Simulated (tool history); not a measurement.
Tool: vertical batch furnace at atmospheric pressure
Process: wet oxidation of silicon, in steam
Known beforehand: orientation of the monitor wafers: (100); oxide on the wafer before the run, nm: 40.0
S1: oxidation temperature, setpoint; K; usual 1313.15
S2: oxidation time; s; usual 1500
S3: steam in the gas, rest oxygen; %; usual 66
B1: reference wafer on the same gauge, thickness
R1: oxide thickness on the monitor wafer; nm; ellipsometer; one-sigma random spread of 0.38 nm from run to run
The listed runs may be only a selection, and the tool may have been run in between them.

run   hour       S1    S2  S3      B1      R1
  1      0  1313.15  1500  66  290.15  254.78
  2   35.8  1313.15  1500  66  289.93  255.76
  3   59.5  1313.15  1740  66  289.86  281.28
  4     86  1313.15  1740  66  289.91  280.74
  5  111.6  1313.15  1740  66  289.72  280.61
  6  143.1  1322.15  1500  66  290.12  270.83
  7  173.5  1322.15  1500  66  289.88  270.85
  8  206.2  1322.15  1500  66  289.88  270.86
  9    219  1313.15  1500  66  289.99  255.75
     249.3  -- steam generator serviced
 10  249.8  1313.15  1500  66  290.14  255.73
 11  262.7  1313.15  1500  66     290  256.28
     291.1  -- thermocouples replaced and temperature profile calibrated
 12  291.6  1296.15  1200  58  290.14  186.93
 13  307.2  1303.15  1890  61  289.93  270.36
 14  320.2  1313.15  1740  66  290.19  286.29
     367.1  -- thermocouples replaced and temperature profile calibrated, repeated, since the last time left the tool worse
 15  367.6  1320.15  2220  66  290.12   333.9
 16  371.2  1313.15  1500  66  289.89  250.61
     391.2  -- gauge calibrated
 17  398.3  1329.15   810  66   290.1  190.27
 18  430.3  1313.15  1740  66   290.1  275.23
 19  465.6  1313.15  1500  72  289.93  264.84
 20  485.6  1296.15  1500  61  290.02  212.84
 21    521  1304.15  1170  56  289.96  182.44
 22  535.3  1329.15  1500  66  289.95  277.82

3 options for the next run, each taken on its own from the tool as it stands now. Forecast them:
  A  538.9  1313.15  1500  57   ?   ?
  B  538.9  1313.15  1200  66   ?   ?
  C  538.9  1313.15  2070  60   ?   ?

run      B1      R1
  A  289.95  229.13
  B  289.95  218.41
  C  289.95  289.41
Without the tool's unlogged condition, the same runs would have read:
run      R1
  A  228.62
  B  217.93
  C   288.8

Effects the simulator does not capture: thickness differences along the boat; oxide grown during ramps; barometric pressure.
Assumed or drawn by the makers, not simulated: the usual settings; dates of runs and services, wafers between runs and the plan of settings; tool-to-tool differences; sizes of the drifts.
